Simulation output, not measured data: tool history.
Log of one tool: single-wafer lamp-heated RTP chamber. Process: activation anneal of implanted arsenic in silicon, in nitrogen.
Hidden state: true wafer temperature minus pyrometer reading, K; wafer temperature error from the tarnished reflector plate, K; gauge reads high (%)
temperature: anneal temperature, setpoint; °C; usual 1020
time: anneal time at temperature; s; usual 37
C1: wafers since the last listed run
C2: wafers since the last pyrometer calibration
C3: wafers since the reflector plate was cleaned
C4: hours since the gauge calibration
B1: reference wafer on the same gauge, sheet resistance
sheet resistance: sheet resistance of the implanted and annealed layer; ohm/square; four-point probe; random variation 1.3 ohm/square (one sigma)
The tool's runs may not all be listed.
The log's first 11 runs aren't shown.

Run 12, hour 276.3: usual settings; C1 254; C2 2617; C3 13431; C4 443.2; B1 439.23. Result: sheet resistance 423.59 ohm/square.
Run 13, hour 303.7: usual settings; C1 297; C2 2915; C3 13729; C4 470.6; B1 438.96. Result: sheet resistance 423 ohm/square.
At hour 315: reflector plate cleaned.
Run 14, hour 331.1: usual settings but temperature 1039 °C; C1 210; C2 3125; C3 174; C4 498; B1 438.65. Result: sheet resistance 409.75 ohm/square.
Run 15, hour 366.4: usual settings but temperature 1039 °C; C1 383; C2 3508; C3 557; C4 533.3; B1 439.24. Result: sheet resistance 412.01 ohm/square.
Run 16, hour 396.1: usual settings but temperature 1039 °C; C1 322; C2 3830; C3 879; C4 563; B1 439.08. Result: sheet resistance 412 ohm/square.
Run 17, hour 422.3: usual settings but temperature 997 °C; C1 284; C2 4115; C3 1164; C4 589.2; B1 438.89. Result: sheet resistance 435.05 ohm/square.
Run 18, hour 441.7: usual settings but temperature 1045 °C, time 29 s; C1 210; C2 4325; C3 1374; C4 608.6; B1 438.9. Result: sheet resistance 413.83 ohm/square.
At hour 464.8: gauge calibrated.
Run 19, hour 468.4: usual settings but temperature 1030 °C; C1 289; C2 4615; C3 1664; C4 3.6; B1 438.86. Result: sheet resistance 416.59 ohm/square.
Run 20, hour 496.9: usual settings; C1 309; C2 4924; C3 1973; C4 32.1; B1 438.78. Result: sheet resistance 418.2 ohm/square.
Run 21, hour 519.5: usual settings but temperature 990 °C, time 58 s; C1 245; C2 5169; C3 2218; C4 54.7; B1 438.58. Result: sheet resistance 428.6 ohm/square.
Run 22, hour 545.9: usual settings but temperature 1010 °C; C1 286; C2 5456; C3 2505; C4 81.1; B1 438.57. Result: sheet resistance 424 ohm/square.
Run 23, hour 575.2: usual settings but temperature 1047 °C; C1 317; C2 5774; C3 2823; C4 110.4; B1 438.92. Result: sheet resistance 404.62 ohm/square.
Run 24, hour 597.1: usual settings; C1 237; C2 6011; C3 3060; C4 132.3; B1 438.99. Result: sheet resistance 418.27 ohm/square.
Run 25, hour 619.3: usual settings; C1 240; C2 6252; C3 3301; C4 154.5; B1 439.07. Result: sheet resistance 419.86 ohm/square.
Run 26, hour 651.9: usual settings; C1 353; C2 6606; C3 3655; C4 187.1; B1 438.98. Result: sheet resistance 420.57 ohm/square.
At hour 671.2: pyrometer window cleaned and pyrometer calibrated.
Run 27, hour 740.2: usual settings but temperature 1049 °C, time 56 s; C1 871; C2 748; C3 4526; C4 275.4; B1 439.23. Result: sheet resistance 397.81 ohm/square.
Run 28, hour 765.5: usual settings; C1 274; C2 1022; C3 4801; C4 300.7; B1 439.44. Result: sheet resistance 424.01 ohm/square.
Run 29, hour 781.4: usual settings but time 25 s; C1 172; C2 1195; C3 4973; C4 316.6; B1 439.14. Result: sheet resistance 431.86 ohm/square.
Run 30, hour 805: usual settings but temperature 1000 °C, time 26 s; C1 256; C2 1451; C3 5229; C4 340.2; B1 438.94. Result: sheet resistance 441.7 ohm/square.
Run 31, hour 828.7: usual settings; C1 257; C2 1708; C3 5486; C4 363.9; B1 439.07. Result: sheet resistance 422.74 ohm/square.
Run 32, hour 847.1: usual settings but time 31 s; C1 199; C2 1908; C3 5686; C4 382.3; B1 439.27. Result: sheet resistance 429.26 ohm/square.
Run 33, hour 862.3: usual settings but time 22 s; C1 164; C2 2073; C3 5851; C4 397.5; B1 438.96. Result: sheet resistance 434.72 ohm/square.
Run 34, hour 885.4: usual settings but temperature 1044 °C; C1 250; C2 2323; C3 6102; C4 420.6; B1 438.88. Result: sheet resistance 409.81 ohm/square.

5 ways to go on from here, each from the tool as it stands after run 34. What would each give?
Run A, hour 885.8: usual settings; C1 4; C2 2328; C3 6106; C4 421; B1 ?. Result: sheet resistance ?.
Run B, hour 885.8: usual settings but temperature 1007 °C, time 55 s; C1 4; C2 2328; C3 6106; C4 421; B1 ?. Result: sheet resistance ?.
Run C, hour 885.8: usual settings but temperature 1009 °C, time 48 s; C1 4; C2 2328; C3 6106; C4 421; B1 ?. Result: sheet resistance ?.
Run D, hour 885.8: usual settings but temperature 1004 °C, time 23 s; C1 4; C2 2328; C3 6106; C4 421; B1 ?. Result: sheet resistance ?.
Run E, hour 885.8: usual settings but temperature 998 °C; C1 4; C2 2328; C3 6106; C4 421; B1 ?. Result: sheet resistance ?.

run      B1  sheet resistance
  A  438.79            423.55
  B  438.79            421.66
  C  438.79            423.66
  D  438.79            442.11
  E  438.79            435.55
Without the tool's hidden state the same runs would have given:
run  sheet resistance
  A            426.04
  B            424.31
  C            426.27
  D            444.24
  E            437.98
